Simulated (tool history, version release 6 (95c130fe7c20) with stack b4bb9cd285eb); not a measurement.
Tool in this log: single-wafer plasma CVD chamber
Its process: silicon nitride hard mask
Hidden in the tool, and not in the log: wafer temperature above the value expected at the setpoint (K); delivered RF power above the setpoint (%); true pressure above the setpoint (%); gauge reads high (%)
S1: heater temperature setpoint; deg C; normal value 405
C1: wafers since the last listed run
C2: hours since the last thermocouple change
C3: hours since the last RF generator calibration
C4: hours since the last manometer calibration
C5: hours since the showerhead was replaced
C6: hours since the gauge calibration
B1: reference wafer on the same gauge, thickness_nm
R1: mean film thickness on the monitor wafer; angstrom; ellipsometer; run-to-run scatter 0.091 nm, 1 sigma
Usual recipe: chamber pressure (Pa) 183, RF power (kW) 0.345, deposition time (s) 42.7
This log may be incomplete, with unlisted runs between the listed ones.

{"run": 1, "hour": 0.0, "S1": 405, "chamber pressure (Pa)": 183, "RF power (kW)": 0.345, "deposition time (s)": 37.4, "C1": 0, "C2": 2248.1, "C3": 1852.7, "C4": 1161.5, "C5": 4595.7, "C6": 30.2, "B1": 54.824, "R1": 454.75}
{"run": 2, "hour": 15.3, "S1": 405, "chamber pressure (Pa)": 183, "RF power (kW)": 0.345, "deposition time (s)": 37.4, "C1": 446, "C2": 2263.4, "C3": 1868.0, "C4": 1176.8, "C5": 4611.0, "C6": 45.5, "B1": 54.777, "R1": 454.53}
{"run": 3, "hour": 29.6, "S1": 405, "chamber pressure (Pa)": 183, "RF power (kW)": 0.345, "deposition time (s)": 37.4, "C1": 417, "C2": 2277.7, "C3": 1882.3, "C4": 1191.1, "C5": 4625.3, "C6": 59.8, "B1": 54.795, "R1": 453.89}
{"run": 4, "hour": 42.4, "S1": 405, "chamber pressure (Pa)": 183, "RF power (kW)": 0.345, "deposition time (s)": 42.7, "C1": 373, "C2": 2290.5, "C3": 1895.1, "C4": 1203.9, "C5": 4638.1, "C6": 72.6, "B1": 54.81, "R1": 518.97}
{"run": 5, "hour": 56.6, "S1": 405, "chamber pressure (Pa)": 183, "RF power (kW)": 0.345, "deposition time (s)": 42.7, "C1": 414, "C2": 2304.7, "C3": 1909.3, "C4": 1218.1, "C5": 4652.3, "C6": 86.8, "B1": 54.766, "R1": 517.58}
{"run": 6, "hour": 73.7, "S1": 405, "chamber pressure (Pa)": 183, "RF power (kW)": 0.305, "deposition time (s)": 42.7, "C1": 498, "C2": 2321.8, "C3": 1926.4, "C4": 1235.2, "C5": 4669.4, "C6": 103.9, "B1": 54.819, "R1": 471.82}
{"run": 7, "hour": 82.5, "S1": 405, "chamber pressure (Pa)": 183, "RF power (kW)": 0.305, "deposition time (s)": 42.7, "C1": 256, "C2": 2330.6, "C3": 1935.2, "C4": 1244.0, "C5": 4678.2, "C6": 112.7, "B1": 54.791, "R1": 472.81}
{"run": 8, "hour": 98.9, "S1": 405, "chamber pressure (Pa)": 183, "RF power (kW)": 0.345, "deposition time (s)": 42.7, "C1": 478, "C2": 2347.0, "C3": 1951.6, "C4": 1260.4, "C5": 4694.6, "C6": 129.1, "B1": 54.789, "R1": 518.4}
{"hour": 109.6, "done": "RF generator calibrated"}
{"run": 9, "hour": 110.1, "S1": 405, "chamber pressure (Pa)": 183, "RF power (kW)": 0.345, "deposition time (s)": 42.7, "C1": 93, "C2": 2358.2, "C3": 0.5, "C4": 1271.6, "C5": 4705.8, "C6": 140.3, "B1": 54.793, "R1": 501.32}
{"hour": 121.7, "done": "capacitance manometer re-zeroed and calibrated"}
{"hour": 122.6, "done": "showerhead replaced"}
{"run": 10, "hour": 123.1, "S1": 405, "chamber pressure (Pa)": 183, "RF power (kW)": 0.345, "deposition time (s)": 42.7, "C1": 121, "C2": 2371.2, "C3": 13.5, "C4": 1.4, "C5": 0.5, "C6": 153.3, "B1": 54.752, "R1": 499.0}
{"run": 11, "hour": 170.2, "S1": 397, "chamber pressure (Pa)": 183, "RF power (kW)": 0.345, "deposition time (s)": 42.7, "C1": 1373, "C2": 2418.3, "C3": 60.6, "C4": 48.5, "C5": 47.6, "C6": 200.4, "B1": 54.776, "R1": 500.33}
{"hour": 185.2, "done": "RF generator calibrated, repeated, since the last time left the tool worse"}
{"hour": 185.8, "done": "gauge calibrated"}
{"hour": 187.6, "done": "thermocouple changed; heater temperature recalibrated"}
{"run": 12, "hour": 188.1, "S1": 397, "chamber pressure (Pa)": 183, "RF power (kW)": 0.345, "deposition time (s)": 42.7, "C1": 217, "C2": 0.5, "C3": 2.9, "C4": 66.4, "C5": 65.5, "C6": 2.3, "B1": 54.84, "R1": 539.89}
{"run": 13, "hour": 200.0, "S1": 405, "chamber pressure (Pa)": 183, "RF power (kW)": 0.345, "deposition time (s)": 42.7, "C1": 347, "C2": 12.4, "C3": 14.8, "C4": 78.3, "C5": 77.4, "C6": 14.2, "B1": 54.784, "R1": 536.9}
{"run": 14, "hour": 207.2, "S1": 405, "chamber pressure (Pa)": 140, "RF power (kW)": 0.31, "deposition time (s)": 36.0, "C1": 210, "C2": 19.6, "C3": 22.0, "C4": 85.5, "C5": 84.6, "C6": 21.4, "B1": 54.779, "R1": 393.72}
{"run": 15, "hour": 214.4, "S1": 405, "chamber pressure (Pa)": 183, "RF power (kW)": 0.345, "deposition time (s)": 42.7, "C1": 210, "C2": 26.8, "C3": 29.2, "C4": 92.7, "C5": 91.8, "C6": 28.6, "B1": 54.836, "R1": 536.1}
{"run": 16, "hour": 223.3, "S1": 405, "chamber pressure (Pa)": 153, "RF power (kW)": 0.345, "deposition time (s)": 42.7, "C1": 259, "C2": 35.7, "C3": 38.1, "C4": 101.6, "C5": 100.7, "C6": 37.5, "B1": 54.795, "R1": 515.72}
{"run": 17, "hour": 238.7, "S1": 392, "chamber pressure (Pa)": 183, "RF power (kW)": 0.345, "deposition time (s)": 42.7, "C1": 449, "C2": 51.1, "C3": 53.5, "C4": 117.0, "C5": 116.1, "C6": 52.9, "B1": 54.79, "R1": 539.26}
{"run": 18, "hour": 245.7, "S1": 401, "chamber pressure (Pa)": 168, "RF power (kW)": 0.345, "deposition time (s)": 42.7, "C1": 204, "C2": 58.1, "C3": 60.5, "C4": 124.0, "C5": 123.1, "C6": 59.9, "B1": 54.798, "R1": 528.62}
{"run": 19, "hour": 258.3, "S1": 405, "chamber pressure (Pa)": 183, "RF power (kW)": 0.345, "deposition time (s)": 42.7, "C1": 367, "C2": 70.7, "C3": 73.1, "C4": 136.6, "C5": 135.7, "C6": 72.5, "B1": 54.795, "R1": 535.37}
{"run": 20, "hour": 265.1, "S1": 405, "chamber pressure (Pa)": 215, "RF power (kW)": 0.345, "deposition time (s)": 42.7, "C1": 198, "C2": 77.5, "C3": 79.9, "C4": 143.4, "C5": 142.5, "C6": 79.3, "B1": 54.825, "R1": 556.52}
{"run": 21, "hour": 276.4, "S1": 405, "chamber pressure (Pa)": 183, "RF power (kW)": 0.345, "deposition time (s)": 42.7, "C1": 329, "C2": 88.8, "C3": 91.2, "C4": 154.7, "C5": 153.8, "C6": 90.6, "B1": 54.784, "R1": 535.18}
{"run": 22, "hour": 284.8, "S1": 410, "chamber pressure (Pa)": 143, "RF power (kW)": 0.345, "deposition time (s)": 38.4, "C1": 245, "C2": 97.2, "C3": 99.6, "C4": 163.1, "C5": 162.2, "C6": 99.0, "B1": 54.803, "R1": 452.38}
{"run": 23, "hour": 301.3, "S1": 405, "chamber pressure (Pa)": 183, "RF power (kW)": 0.345, "deposition time (s)": 46.3, "C1": 481, "C2": 113.7, "C3": 116.1, "C4": 179.6, "C5": 178.7, "C6": 115.5, "B1": 54.817, "R1": 580.22}
{"run": 24, "hour": 312.0, "S1": 397, "chamber pressure (Pa)": 208, "RF power (kW)": 0.295, "deposition time (s)": 36.2, "C1": 312, "C2": 124.4, "C3": 126.8, "C4": 190.3, "C5": 189.4, "C6": 126.2, "B1": 54.801, "R1": 417.14}

Forecast each of these 3 alternatives for the next run:
{"run": "A", "hour": 312.4, "S1": 405, "chamber pressure (Pa)": 183, "RF power (kW)": 0.345, "deposition time (s)": 42.7, "C1": 11, "C2": 124.8, "C3": 127.2, "C4": 190.7, "C5": 189.8, "C6": 126.6, "B1": "?", "R1": "?"}
{"run": "B", "hour": 312.4, "S1": 405, "chamber pressure (Pa)": 183, "RF power (kW)": 0.275, "deposition time (s)": 42.7, "C1": 11, "C2": 124.8, "C3": 127.2, "C4": 190.7, "C5": 189.8, "C6": 126.6, "B1": "?", "R1": "?"}
{"run": "C", "hour": 312.4, "S1": 409, "chamber pressure (Pa)": 157, "RF power (kW)": 0.345, "deposition time (s)": 34.9, "C1": 11, "C2": 124.8, "C3": 127.2, "C4": 190.7, "C5": 189.8, "C6": 126.6, "B1": "?", "R1": "?"}

run=A B1=54.835 R1=534.25
run=B B1=54.835 R1=450.00
run=C B1=54.835 R1=421.26
With the hidden condition removed and each run's random variation left untouched, the same runs would have given:
run=A R1=539.67
run=B R1=455.12
run=C R1=425.53

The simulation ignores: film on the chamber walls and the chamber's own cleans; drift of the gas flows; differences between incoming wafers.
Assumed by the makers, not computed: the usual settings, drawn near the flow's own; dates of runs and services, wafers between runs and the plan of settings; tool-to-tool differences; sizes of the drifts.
